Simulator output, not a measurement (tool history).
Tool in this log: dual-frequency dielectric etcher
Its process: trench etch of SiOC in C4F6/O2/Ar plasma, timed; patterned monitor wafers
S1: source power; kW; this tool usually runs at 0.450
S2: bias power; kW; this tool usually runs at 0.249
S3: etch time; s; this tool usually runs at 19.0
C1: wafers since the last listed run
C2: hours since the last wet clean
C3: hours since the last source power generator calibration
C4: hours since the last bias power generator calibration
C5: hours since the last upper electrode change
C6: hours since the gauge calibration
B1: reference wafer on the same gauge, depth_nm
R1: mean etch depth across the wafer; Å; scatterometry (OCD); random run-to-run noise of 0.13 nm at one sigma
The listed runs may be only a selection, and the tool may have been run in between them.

run 1 hour=0.0 | S1=0.450 S2=0.249 S3=19.0 | C1=0 C2=311.4 C3=4442.4 C4=1229.4 C5=2426.7 C6=375.8 | B1=51.29 | R1=461.1
run 2 hour=46.2 | S1=0.450 S2=0.249 S3=19.0 | C1=740 C2=357.6 C3=4488.6 C4=1275.6 C5=2472.9 C6=422.0 | B1=51.36 | R1=463.1
run 3 hour=93.0 | S1=0.450 S2=0.249 S3=19.0 | C1=750 C2=404.4 C3=4535.4 C4=1322.4 C5=2519.7 C6=468.8 | B1=51.31 | R1=462.8
-- hour=127.3 wet clean of the chamber
run 4 hour=141.1 | S1=0.450 S2=0.230 S3=19.0 | C1=386 C2=13.8 C3=4583.5 C4=1370.5 C5=2567.8 C6=516.9 | B1=51.30 | R1=446.4
run 5 hour=209.7 | S1=0.450 S2=0.249 S3=19.0 | C1=1099 C2=82.4 C3=4652.1 C4=1439.1 C5=2636.4 C6=585.5 | B1=51.30 | R1=465.3
run 6 hour=255.2 | S1=0.450 S2=0.249 S3=21.0 | C1=729 C2=127.9 C3=4697.6 C4=1484.6 C5=2681.9 C6=631.0 | B1=51.31 | R1=511.8
run 7 hour=284.3 | S1=0.450 S2=0.249 S3=21.0 | C1=466 C2=157.0 C3=4726.7 C4=1513.7 C5=2711.0 C6=660.1 | B1=51.29 | R1=510.4
run 8 hour=317.4 | S1=0.510 S2=0.249 S3=19.0 | C1=530 C2=190.1 C3=4759.8 C4=1546.8 C5=2744.1 C6=693.2 | B1=51.31 | R1=496.7
run 9 hour=341.8 | S1=0.450 S2=0.249 S3=19.0 | C1=391 C2=214.5 C3=4784.2 C4=1571.2 C5=2768.5 C6=717.6 | B1=51.28 | R1=461.5
run 10 hour=396.0 | S1=0.450 S2=0.249 S3=19.0 | C1=869 C2=268.7 C3=4838.4 C4=1625.4 C5=2822.7 C6=771.8 | B1=51.32 | R1=461.5
-- hour=404.1 source power generator calibrated
-- hour=453.0 bias power generator calibrated
-- hour=466.4 wet clean of the chamber
run 11 hour=466.9 | S1=0.450 S2=0.249 S3=19.0 | C1=793 C2=0.5 C3=62.8 C4=13.9 C5=2893.6 C6=842.7 | B1=51.28 | R1=463.3
run 12 hour=525.7 | S1=0.450 S2=0.249 S3=19.0 | C1=942 C2=59.3 C3=121.6 C4=72.7 C5=2952.4 C6=901.5 | B1=51.28 | R1=462.8
-- hour=561.1 gauge calibrated
-- hour=574.0 upper electrode replaced
run 13 hour=574.5 | S1=0.450 S2=0.210 S3=19.0 | C1=397 C2=108.1 C3=170.4 C4=121.5 C5=0.5 C6=13.4 | B1=51.32 | R1=431.6
run 14 hour=632.8 | S1=0.450 S2=0.249 S3=19.0 | C1=934 C2=166.4 C3=228.7 C4=179.8 C5=58.8 C6=71.7 | B1=51.34 | R1=463.3
run 15 hour=678.1 | S1=0.540 S2=0.269 S3=24.0 | C1=726 C2=211.7 C3=274.0 C4=225.1 C5=104.1 C6=117.0 | B1=51.29 | R1=671.2
run 16 hour=728.4 | S1=0.450 S2=0.210 S3=19.0 | C1=806 C2=262.0 C3=324.3 C4=275.4 C5=154.4 C6=167.3 | B1=51.33 | R1=431.8
run 17 hour=761.0 | S1=0.450 S2=0.249 S3=19.0 | C1=522 C2=294.6 C3=356.9 C4=308.0 C5=187.0 C6=199.9 | B1=51.33 | R1=460.8
run 18 hour=816.1 | S1=0.340 S2=0.249 S3=19.0 | C1=883 C2=349.7 C3=412.0 C4=363.1 C5=242.1 C6=255.0 | B1=51.28 | R1=379.8
run 19 hour=862.8 | S1=0.520 S2=0.249 S3=19.0 | C1=748 C2=396.4 C3=458.7 C4=409.8 C5=288.8 C6=301.7 | B1=51.26 | R1=501.2
-- hour=887.3 wet clean of the chamber
run 20 hour=922.7 | S1=0.490 S2=0.216 S3=15.0 | C1=575 C2=35.4 C3=518.6 C4=469.7 C5=348.7 C6=361.6 | B1=51.32 | R1=363.2
run 21 hour=957.9 | S1=0.350 S2=0.249 S3=19.0 | C1=564 C2=70.6 C3=553.8 C4=504.9 C5=383.9 C6=396.8 | B1=51.30 | R1=390.4
run 22 hour=983.9 | S1=0.390 S2=0.194 S3=23.0 | C1=416 C2=96.6 C3=579.8 C4=530.9 C5=409.9 C6=422.8 | B1=51.31 | R1=463.0
run 23 hour=1031.2 | S1=0.540 S2=0.282 S3=15.0 | C1=758 C2=143.9 C3=627.1 C4=578.2 C5=457.2 C6=470.1 | B1=51.31 | R1=424.3
run 24 hour=1095.9 | S1=0.550 S2=0.287 S3=15.0 | C1=1037 C2=208.6 C3=691.8 C4=642.9 C5=521.9 C6=534.8 | B1=51.34 | R1=433.2
run 25 hour=1133.9 | S1=0.450 S2=0.249 S3=19.0 | C1=609 C2=246.6 C3=729.8 C4=680.9 C5=559.9 C6=572.8 | B1=51.30 | R1=462.6
-- hour=1221.7 wet clean of the chamber
run 26 hour=1222.2 | S1=0.530 S2=0.228 S3=16.5 | C1=1030 C2=0.5 C3=818.1 C4=769.2 C5=648.2 C6=661.1 | B1=51.30 | R1=425.2
run 27 hour=1264.2 | S1=0.450 S2=0.249 S3=19.0 | C1=673 C2=42.5 C3=860.1 C4=811.2 C5=690.2 C6=703.1 | B1=51.30 | R1=460.9
run 28 hour=1294.5 | S1=0.510 S2=0.276 S3=19.0 | C1=485 C2=72.8 C3=890.4 C4=841.5 C5=720.5 C6=733.4 | B1=51.33 | R1=515.9

Consider 3 possible next runs. They are alternatives, not a sequence: every one starts from the tool as it was left by run 28. What does each give?
run A hour=1294.9 | S1=0.450 S2=0.249 S3=19.0 | C1=6 C2=73.2 C3=890.8 C4=841.9 C5=720.9 C6=733.8 | B1=? | R1=?
run B hour=1294.9 | S1=0.510 S2=0.191 S3=15.0 | C1=6 C2=73.2 C3=890.8 C4=841.9 C5=720.9 C6=733.8 | B1=? | R1=?
run C hour=1294.9 | S1=0.510 S2=0.301 S3=15.5 | C1=6 C2=73.2 C3=890.8 C4=841.9 C5=720.9 C6=733.8 | B1=? | R1=?

run=A B1=51.33 R1=463.1
run=B B1=51.33 R1=356.4
run=C B1=51.33 R1=437.5
With no hidden state in the tool, these same runs would have given:
run=A R1=463.1
run=B R1=356.4
run=C R1=437.5
